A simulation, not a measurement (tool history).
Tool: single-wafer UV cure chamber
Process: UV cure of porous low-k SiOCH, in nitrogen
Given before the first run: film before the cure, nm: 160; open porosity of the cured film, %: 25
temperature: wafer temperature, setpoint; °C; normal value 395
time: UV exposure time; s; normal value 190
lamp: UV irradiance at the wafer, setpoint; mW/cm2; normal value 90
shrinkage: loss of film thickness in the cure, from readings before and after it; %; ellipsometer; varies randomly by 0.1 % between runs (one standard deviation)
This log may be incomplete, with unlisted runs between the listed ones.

run 1 hour=0.0 | temperature=395 time=190 lamp=117 | shrinkage=12.864
-- hour=25.0 quartz window cleaned
run 2 hour=25.5 | temperature=395 time=190 lamp=117 | shrinkage=13.699
run 3 hour=106.2 | temperature=381 time=190 lamp=90 | shrinkage=11.966
run 4 hour=141.2 | temperature=381 time=190 lamp=90 | shrinkage=11.652
run 5 hour=154.7 | temperature=381 time=190 lamp=90 | shrinkage=11.542
run 6 hour=186.3 | temperature=395 time=190 lamp=90 | shrinkage=11.656
-- hour=205.2 quartz window cleaned
run 7 hour=208.1 | temperature=395 time=275 lamp=90 | shrinkage=14.102
run 8 hour=235.7 | temperature=395 time=190 lamp=90 | shrinkage=12.012
run 9 hour=264.9 | temperature=395 time=280 lamp=90 | shrinkage=14.135
run 10 hour=290.2 | temperature=395 time=280 lamp=90 | shrinkage=13.955
run 11 hour=323.6 | temperature=395 time=265 lamp=90 | shrinkage=13.624
run 12 hour=345.6 | temperature=395 time=265 lamp=90 | shrinkage=13.293
run 13 hour=361.3 | temperature=395 time=265 lamp=90 | shrinkage=13.251
-- hour=389.6 quartz window cleaned
run 14 hour=390.1 | temperature=395 time=190 lamp=90 | shrinkage=12.363
run 15 hour=399.8 | temperature=395 time=190 lamp=90 | shrinkage=12.389
run 16 hour=414.2 | temperature=395 time=190 lamp=90 | shrinkage=12.285
run 17 hour=432.4 | temperature=406 time=135 lamp=57 | shrinkage=8.721
run 18 hour=449.1 | temperature=395 time=190 lamp=90 | shrinkage=12.285
run 19 hour=495.3 | temperature=382 time=125 lamp=108 | shrinkage=10.622
-- hour=521.0 UV bulbs replaced
run 20 hour=528.3 | temperature=405 time=285 lamp=72 | shrinkage=12.877
-- hour=551.2 quartz window cleaned
run 21 hour=563.2 | temperature=377 time=190 lamp=90 | shrinkage=11.949
run 22 hour=597.0 | temperature=378 time=240 lamp=59 | shrinkage=10.988
run 23 hour=613.4 | temperature=413 time=255 lamp=72 | shrinkage=12.891
run 24 hour=629.4 | temperature=414 time=105 lamp=90 | shrinkage=9.636
run 25 hour=664.2 | temperature=378 time=90 lamp=90 | shrinkage=8.036
run 26 hour=676.2 | temperature=411 time=95 lamp=57 | shrinkage=6.795
run 27 hour=700.0 | temperature=395 time=190 lamp=90 | shrinkage=11.651
run 28 hour=725.7 | temperature=408 time=190 lamp=63 | shrinkage=9.999
run 29 hour=747.9 | temperature=378 time=240 lamp=59 | shrinkage=10.259
-- hour=762.4 quartz window cleaned
run 30 hour=768.6 | temperature=403 time=75 lamp=90 | shrinkage=8.165
run 31 hour=792.3 | temperature=395 time=190 lamp=90 | shrinkage=12.165
run 32 hour=816.6 | temperature=405 time=190 lamp=113 | shrinkage=13.445

Run 33, settings as shown, results not yet in. Your forecast:
run 33 hour=849.1 | temperature=406 time=105 lamp=90 | shrinkage=?

shrinkage: 9.458 %
With the hidden condition absent and the run-to-run variation left alone, this run would have shown shrinkage 9.860 %.

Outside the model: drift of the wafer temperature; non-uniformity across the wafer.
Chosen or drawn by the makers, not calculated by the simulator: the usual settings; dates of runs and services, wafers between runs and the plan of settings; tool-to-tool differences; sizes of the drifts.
